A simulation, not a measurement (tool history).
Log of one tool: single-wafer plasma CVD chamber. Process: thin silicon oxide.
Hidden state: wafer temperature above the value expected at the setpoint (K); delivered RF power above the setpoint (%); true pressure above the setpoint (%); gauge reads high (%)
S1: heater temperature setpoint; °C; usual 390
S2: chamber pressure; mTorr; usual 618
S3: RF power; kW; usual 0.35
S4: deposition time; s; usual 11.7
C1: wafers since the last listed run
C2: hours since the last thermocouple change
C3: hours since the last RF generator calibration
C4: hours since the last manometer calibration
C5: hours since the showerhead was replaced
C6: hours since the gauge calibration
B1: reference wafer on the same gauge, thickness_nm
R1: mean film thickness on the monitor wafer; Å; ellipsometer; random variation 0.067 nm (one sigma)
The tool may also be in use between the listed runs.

| run | hour | S1 | S2 | S3 | S4 | C1 | C2 | C3 | C4 | C5 | C6 | B1 | R1 |
|---|---|---|---|---|---|---|---|---|---|---|---|---|---|
| 1 | 0 | 390 | 618 | 0.35 | 13.4 | 0 | 1008.7 | 522.6 | 2332.8 | 3358.3 | 70.4 | 18.703 | 226.19 |
| 2 | 12.9 | 390 | 618 | 0.35 | 11.7 | 274 | 1021.6 | 535.5 | 2345.7 | 3371.2 | 83.3 | 18.712 | 199.4 |
| 3 | 44.5 | 390 | 618 | 0.35 | 13.5 | 671 | 1053.2 | 567.1 | 2377.3 | 3402.8 | 114.9 | 18.673 | 229.01 |
| 4 | 131.9 | 390 | 618 | 0.31 | 11.7 | 1857 | 1140.6 | 654.5 | 2464.7 | 3490.2 | 202.3 | 18.691 | 182.2 |
| 5 | 158.6 | 390 | 618 | 0.375 | 11.7 | 567 | 1167.3 | 681.2 | 2491.4 | 3516.9 | 229 | 18.715 | 208.05 |
|  | 186.6 | capacitance manometer re-zeroed and calibrated |
| 6 | 187.1 | 390 | 618 | 0.375 | 11.7 | 435 | 1195.8 | 709.7 | 0.5 | 3545.4 | 257.5 | 18.686 | 189.68 |
|  | 224.9 | thermocouple changed; heater temperature recalibrated |
| 7 | 225.4 | 384 | 618 | 0.365 | 11.7 | 643 | 0.5 | 748 | 38.8 | 3583.7 | 295.8 | 18.668 | 186.97 |
| 8 | 251.1 | 384 | 618 | 0.365 | 11.7 | 546 | 26.2 | 773.7 | 64.5 | 3609.4 | 321.5 | 18.724 | 187.35 |
| 9 | 278.1 | 390 | 618 | 0.35 | 11.7 | 573 | 53.2 | 800.7 | 91.5 | 3636.4 | 348.5 | 18.702 | 182.51 |
| 10 | 313.2 | 390 | 618 | 0.35 | 11.7 | 745 | 88.3 | 835.8 | 126.6 | 3671.5 | 383.6 | 18.704 | 180.51 |
| 11 | 331.7 | 390 | 573 | 0.3 | 13.7 | 393 | 106.8 | 854.3 | 145.1 | 3690 | 402.1 | 18.715 | 174.72 |
| 12 | 352.4 | 390 | 471 | 0.33 | 11.7 | 439 | 127.5 | 875 | 165.8 | 3710.7 | 422.8 | 18.691 | 131.77 |
|  | 375.4 | RF generator calibrated |
| 13 | 387.9 | 390 | 466 | 0.35 | 10.6 | 584 | 163 | 12.5 | 201.3 | 3746.2 | 458.3 | 18.724 | 128.45 |
|  | 396.9 | showerhead replaced |
| 14 | 411.2 | 385 | 674 | 0.37 | 11.7 | 325 | 186.3 | 35.8 | 224.6 | 14.3 | 481.6 | 18.696 | 212.5 |
| 15 | 427.9 | 394 | 573 | 0.35 | 11.7 | 354 | 203 | 52.5 | 241.3 | 31 | 498.3 | 18.689 | 175.2 |
|  | 430.8 | gauge calibrated |
| 16 | 450.5 | 390 | 618 | 0.35 | 11.7 | 480 | 225.6 | 75.1 | 263.9 | 53.6 | 19.7 | 18.679 | 188.14 |
| 17 | 484.4 | 390 | 761 | 0.35 | 12.7 | 720 | 259.5 | 109 | 297.8 | 87.5 | 53.6 | 18.714 | 250.69 |
| 18 | 513.9 | 378 | 661 | 0.35 | 9.8 | 626 | 289 | 138.5 | 327.3 | 117 | 83.1 | 18.705 | 171.33 |
| 19 | 538.4 | 390 | 618 | 0.35 | 11.7 | 520 | 313.5 | 163 | 351.8 | 141.5 | 107.6 | 18.722 | 187.42 |
| 20 | 556.3 | 390 | 618 | 0.35 | 11.7 | 380 | 331.4 | 180.9 | 369.7 | 159.4 | 125.5 | 18.689 | 188.07 |

3 ways to go on from here, each from the tool as it stands after run 20. What would each give?
| A | 556.7 | 390 | 618 | 0.35 | 11.7 | 8 | 331.8 | 181.3 | 370.1 | 159.8 | 125.9 | ? | ? |
| B | 556.7 | 403 | 471 | 0.31 | 9.6 | 8 | 331.8 | 181.3 | 370.1 | 159.8 | 125.9 | ? | ? |
| C | 556.7 | 385 | 483 | 0.315 | 10.9 | 8 | 331.8 | 181.3 | 370.1 | 159.8 | 125.9 | ? | ? |

| run | B1 | R1 |
|---|---|---|
| A | 18.659 | 188.43 |
| B | 18.659 | 106.86 |
| C | 18.659 | 127.3 |
Without the tool's hidden state the same runs would have given:
| run | R1 |
|---|---|
| A | 187.86 |
| B | 106.55 |
| C | 126.92 |
